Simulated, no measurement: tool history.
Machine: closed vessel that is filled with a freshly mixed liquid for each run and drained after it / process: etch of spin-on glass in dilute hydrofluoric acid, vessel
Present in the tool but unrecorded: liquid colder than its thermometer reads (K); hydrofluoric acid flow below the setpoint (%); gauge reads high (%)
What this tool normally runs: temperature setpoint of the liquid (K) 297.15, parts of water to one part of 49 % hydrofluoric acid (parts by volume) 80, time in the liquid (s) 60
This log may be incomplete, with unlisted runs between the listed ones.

run   hour  temperature setpoint of the liquid (K)  parts of water to one part of 49 % hydrofluoric acid (parts by volume)  time in the liquid (s)  wafers since the last listed run  hours since the thermometer was replaced  hours since the hydrofluoric acid flow meter was replaced  hours since the gauge calibration  read-back film thickness of the spin-on glass reference wafer, read on the same gauge (nm)  thickness taken off the spin-on glass on a monitor wafer (Å)
  1      0                                  297.15                                                                      80                      60                                 0                                    1258.8                                                      532.2                              401.2                                                                                      100.02                                                         388.3
  2   24.1                                  297.15                                                                      80                      60                              1573                                    1282.9                                                      556.3                              425.3                                                                                         100                                                         388.2
  3   37.3                                  297.15                                                                      80                      60                               861                                    1296.1                                                      569.5                              438.5                                                                                       99.98                                                         388.5
  4   53.1                                  297.15                                                                      80                      60                              1031                                    1311.9                                                      585.3                              454.3                                                                                      100.01                                                         388.1
  5   88.9                                  297.15                                                                      80                      60                              2336                                    1347.7                                                      621.1                              490.1                                                                                         100                                                         387.4
  6  122.9                                  297.15                                                                      80                      60                              2219                                    1381.7                                                      655.1                              524.1                                                                                       99.99                                                         386.9
  7  142.4                                  297.15                                                                      80                      60                              1272                                    1401.2                                                      674.6                              543.6                                                                                      100.01                                                         386.9
  8  172.4                                  297.15                                                                      80                      60                              1958                                    1431.2                                                      704.6                              573.6                                                                                      100.01                                                         386.3
  9  194.5                                  297.15                                                                      80                      60                              1442                                    1453.3                                                      726.7                              595.7                                                                                      100.01                                                         386.3
 10  225.2                                  297.15                                                                      80                      60                              2004                                      1484                                                      757.4                              626.4                                                                                      100.01                                                         385.8
 11  242.1                                  297.15                                                                      80                      60                              1103                                    1500.9                                                      774.3                              643.3                                                                                      100.02                                                         386.4
       256  -- gauge calibrated
 12  275.8                                  297.15                                                                      80                      60                              2199                                    1534.6                                                        808                               19.8                                                                                         100                                                         388.1
 13  305.3                                  297.15                                                                      80                      60                              1925                                    1564.1                                                      837.5                               49.3                                                                                         100                                                         385.6
     307.6  -- thermometer replaced
 14  318.8                                  297.15                                                                      95                      60                               815                                      11.2                                                        851                               62.8                                                                                         100                                                           338
 15  336.5                                  295.65                                                                     105                      85                              1155                                      28.9                                                      868.7                               80.5                                                                                       99.99                                                         405.3
 16  361.4                                  297.15                                                                      80                      60                              1625                                      53.8                                                      893.6                              105.4                                                                                       99.98                                                         406.7
     376.5  -- hydrofluoric acid flow meter replaced
 17  391.5                                  297.15                                                                      80                      60                              1899                                      83.9                                                         15                              135.5                                                                                      100.01                                                         406.8
 18  410.5                                  297.15                                                                     110                      50                              1240                                     102.9                                                         34                              154.5                                                                                       99.97                                                         238.5
 19  438.3                                  302.15                                                                      60                      45                              1814                                     130.7                                                       61.8                              182.3                                                                                         100                                                         511.8
 20  471.2                                  299.65                                                                      70                      60                              2147                                     163.6                                                       94.7                              215.2                                                                                      100.03                                                         518.4
 21  506.4                                  297.15                                                                      80                      60                              2297                                     198.8                                                      129.9                              250.4                                                                                       99.99                                                         403.8

Run 22 has not been measured yet. What should we expect?
 22  528.7                                  297.15                                                                     110                      60                              1455                                     221.1                                                      152.2                              272.7                                                                                           ?                                                             ?

Run 22 measured read-back film thickness of the spin-on glass reference wafer, read on the same gauge (nm) 100.01, thickness taken off the spin-on glass on a monitor wafer (Å) 284.7.
Take away the tool's hidden state, keep the run-to-run variation as it was, and the same run would have given thickness taken off the spin-on glass on a monitor wafer (Å) 289.1.
